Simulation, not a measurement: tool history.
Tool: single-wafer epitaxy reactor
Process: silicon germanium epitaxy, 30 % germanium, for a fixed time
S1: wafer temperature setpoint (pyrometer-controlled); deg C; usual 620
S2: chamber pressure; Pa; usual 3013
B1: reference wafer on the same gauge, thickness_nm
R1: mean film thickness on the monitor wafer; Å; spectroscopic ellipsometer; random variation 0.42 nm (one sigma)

run 1 hour=0.0 | S1=620 S2=3013 | B1=72.618 | R1=906.24
run 2 hour=98.6 | S1=620 S2=3013 | B1=72.527 | R1=905.68
run 3 hour=194.8 | S1=620 S2=3013 | B1=72.685 | R1=912.82
run 4 hour=246.6 | S1=620 S2=3013 | B1=72.638 | R1=911.66
run 5 hour=354.0 | S1=620 S2=3013 | B1=72.543 | R1=917.03
run 6 hour=436.4 | S1=620 S2=3013 | B1=72.685 | R1=919.88
run 7 hour=513.1 | S1=620 S2=3013 | B1=72.721 | R1=923.42
run 8 hour=610.6 | S1=620 S2=2520 | B1=72.534 | R1=859.49
run 9 hour=669.6 | S1=620 S2=2520 | B1=72.689 | R1=858.42
run 10 hour=735.7 | S1=620 S2=3013 | B1=72.655 | R1=933.59
run 11 hour=841.9 | S1=611 S2=2466 | B1=72.526 | R1=739.74
run 12 hour=888.7 | S1=611 S2=2466 | B1=72.596 | R1=746.98
-- hour=916.4 showerhead replaced
run 13 hour=949.8 | S1=620 S2=3013 | B1=72.625 | R1=939.24
-- hour=959.5 capacitance manometer re-zeroed and calibrated
-- hour=978.1 pyrometer calibrated
run 14 hour=1007.5 | S1=620 S2=2653 | B1=72.639 | R1=822.25
run 15 hour=1089.7 | S1=606 S2=2640 | B1=72.557 | R1=666.00
run 16 hour=1143.1 | S1=627 S2=2666 | B1=72.624 | R1=947.08
-- hour=1146.9 gauge calibrated
run 17 hour=1206.7 | S1=620 S2=3013 | B1=72.572 | R1=880.37
run 18 hour=1252.7 | S1=620 S2=3013 | B1=72.635 | R1=890.42
run 19 hour=1317.5 | S1=620 S2=2600 | B1=72.605 | R1=836.53
run 20 hour=1400.2 | S1=620 S2=3013 | B1=72.541 | R1=897.79
run 21 hour=1504.8 | S1=620 S2=2733 | B1=72.624 | R1=864.54
run 22 hour=1593.3 | S1=634 S2=3440 | B1=72.543 | R1=1196.75
run 23 hour=1634.8 | S1=629 S2=3280 | B1=72.649 | R1=1087.71
run 24 hour=1698.3 | S1=634 S2=3413 | B1=72.654 | R1=1198.24
run 25 hour=1752.9 | S1=634 S2=2800 | B1=72.430 | R1=1103.88
run 26 hour=1823.9 | S1=620 S2=3013 | B1=72.493 | R1=919.67
run 27 hour=1918.1 | S1=610 S2=3320 | B1=72.559 | R1=815.60
run 28 hour=1966.2 | S1=632 S2=2746 | B1=72.622 | R1=1081.06
run 29 hour=2049.1 | S1=620 S2=2653 | B1=72.501 | R1=882.67

Forecast each of these 4 alternatives for the next run:
run A hour=2049.5 | S1=620 S2=2693 | B1=? | R1=?
run B hour=2049.5 | S1=615 S2=2613 | B1=? | R1=?
run C hour=2049.5 | S1=608 S2=2266 | B1=? | R1=?
run D hour=2049.5 | S1=620 S2=3693 | B1=? | R1=?

run=A B1=72.682 R1=881.73
run=B B1=72.682 R1=803.80
run=C B1=72.682 R1=676.63
run=D B1=72.682 R1=1003.31
Without the tool's hidden state the same runs would have given:
run=A R1=824.54
run=B R1=751.36
run=C R1=632.12
run=D R1=938.23
